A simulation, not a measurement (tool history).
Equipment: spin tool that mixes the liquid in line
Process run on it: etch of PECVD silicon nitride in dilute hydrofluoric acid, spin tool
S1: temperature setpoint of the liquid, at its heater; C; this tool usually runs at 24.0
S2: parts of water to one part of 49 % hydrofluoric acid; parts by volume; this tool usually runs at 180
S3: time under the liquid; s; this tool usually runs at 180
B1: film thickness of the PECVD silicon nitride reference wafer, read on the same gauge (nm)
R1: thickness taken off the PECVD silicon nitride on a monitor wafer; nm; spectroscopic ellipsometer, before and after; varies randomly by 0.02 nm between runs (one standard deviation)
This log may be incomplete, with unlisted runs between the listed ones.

{"run": 1, "hour": 0.0, "S1": 24.0, "S2": 110, "S3": 145, "B1": 90.002, "R1": 1.836}
{"run": 2, "hour": 15.4, "S1": 24.0, "S2": 110, "S3": 145, "B1": 89.97, "R1": 1.791}
{"run": 3, "hour": 25.6, "S1": 24.0, "S2": 140, "S3": 180, "B1": 90.019, "R1": 1.75}
{"run": 4, "hour": 43.0, "S1": 24.0, "S2": 130, "S3": 180, "B1": 89.984, "R1": 1.952}
{"run": 5, "hour": 57.8, "S1": 24.0, "S2": 180, "S3": 180, "B1": 89.988, "R1": 1.388}
{"hour": 64.4, "done": "thermometer replaced"}
{"run": 6, "hour": 75.4, "S1": 24.0, "S2": 180, "S3": 180, "B1": 90.006, "R1": 1.736}
{"run": 7, "hour": 85.4, "S1": 24.0, "S2": 180, "S3": 180, "B1": 90.009, "R1": 1.719}
{"run": 8, "hour": 98.5, "S1": 24.0, "S2": 180, "S3": 180, "B1": 89.994, "R1": 1.714}
{"run": 9, "hour": 140.4, "S1": 24.0, "S2": 180, "S3": 180, "B1": 89.987, "R1": 1.684}
{"run": 10, "hour": 147.6, "S1": 24.0, "S2": 180, "S3": 180, "B1": 90.009, "R1": 1.702}
{"run": 11, "hour": 157.5, "S1": 24.0, "S2": 180, "S3": 180, "B1": 89.995, "R1": 1.715}
{"hour": 165.1, "done": "gauge calibrated"}
{"run": 12, "hour": 175.3, "S1": 24.0, "S2": 225, "S3": 95, "B1": 89.983, "R1": 0.725}
{"run": 13, "hour": 185.0, "S1": 24.0, "S2": 180, "S3": 105, "B1": 90.017, "R1": 0.98}
{"run": 14, "hour": 200.4, "S1": 24.0, "S2": 180, "S3": 75, "B1": 90.013, "R1": 0.696}
{"run": 15, "hour": 207.0, "S1": 22.0, "S2": 180, "S3": 180, "B1": 90.015, "R1": 1.493}
{"run": 16, "hour": 213.4, "S1": 24.0, "S2": 180, "S3": 180, "B1": 89.971, "R1": 1.668}
{"run": 17, "hour": 225.6, "S1": 24.0, "S2": 250, "S3": 180, "B1": 89.977, "R1": 1.208}
{"run": 18, "hour": 234.5, "S1": 24.0, "S2": 180, "S3": 120, "B1": 89.99, "R1": 1.106}
{"run": 19, "hour": 241.1, "S1": 24.0, "S2": 180, "S3": 180, "B1": 90.014, "R1": 1.672}
{"hour": 244.5, "done": "hydrofluoric acid flow meter replaced"}
{"run": 20, "hour": 249.1, "S1": 24.0, "S2": 180, "S3": 180, "B1": 90.011, "R1": 1.686}
{"run": 21, "hour": 258.0, "S1": 26.0, "S2": 180, "S3": 145, "B1": 89.987, "R1": 1.556}
{"run": 22, "hour": 270.9, "S1": 21.0, "S2": 270, "S3": 180, "B1": 90.004, "R1": 0.928}
{"run": 23, "hour": 288.5, "S1": 24.0, "S2": 250, "S3": 230, "B1": 90.01, "R1": 1.54}
{"run": 24, "hour": 298.5, "S1": 20.5, "S2": 155, "S3": 85, "B1": 89.998, "R1": 0.739}
{"run": 25, "hour": 314.4, "S1": 21.0, "S2": 130, "S3": 85, "B1": 89.986, "R1": 0.888}
{"run": 26, "hour": 320.5, "S1": 24.0, "S2": 180, "S3": 180, "B1": 90.007, "R1": 1.674}
{"run": 27, "hour": 330.7, "S1": 26.0, "S2": 180, "S3": 145, "B1": 90.027, "R1": 1.519}
{"run": 28, "hour": 339.8, "S1": 24.0, "S2": 140, "S3": 180, "B1": 89.995, "R1": 2.108}
{"run": 29, "hour": 350.5, "S1": 27.0, "S2": 180, "S3": 115, "B1": 90.016, "R1": 1.319}
{"run": 30, "hour": 364.3, "S1": 24.0, "S2": 180, "S3": 180, "B1": 89.983, "R1": 1.676}
{"run": 31, "hour": 381.1, "S1": 24.0, "S2": 230, "S3": 180, "B1": 90.007, "R1": 1.286}

5 ways to go on from here, each from the tool as it stands after run 31. What would each give?
{"run": "A", "hour": 381.6, "S1": 24.0, "S2": 180, "S3": 180, "B1": "?", "R1": "?"}
{"run": "B", "hour": 381.6, "S1": 26.5, "S2": 100, "S3": 245, "B1": "?", "R1": "?"}
{"run": "C", "hour": 381.6, "S1": 24.0, "S2": 180, "S3": 290, "B1": "?", "R1": "?"}
{"run": "D", "hour": 381.6, "S1": 24.0, "S2": 180, "S3": 210, "B1": "?", "R1": "?"}
{"run": "E", "hour": 381.6, "S1": 27.5, "S2": 105, "S3": 180, "B1": "?", "R1": "?"}

run=A B1=90.003 R1=1.653
run=B B1=90.003 R1=4.732
run=C B1=90.003 R1=2.663
run=D B1=90.003 R1=1.928
run=E B1=90.003 R1=3.533
With no hidden state in the tool, these same runs would have given:
run=A R1=1.716
run=B R1=4.917
run=C R1=2.765
run=D R1=2.002
run=E R1=3.669

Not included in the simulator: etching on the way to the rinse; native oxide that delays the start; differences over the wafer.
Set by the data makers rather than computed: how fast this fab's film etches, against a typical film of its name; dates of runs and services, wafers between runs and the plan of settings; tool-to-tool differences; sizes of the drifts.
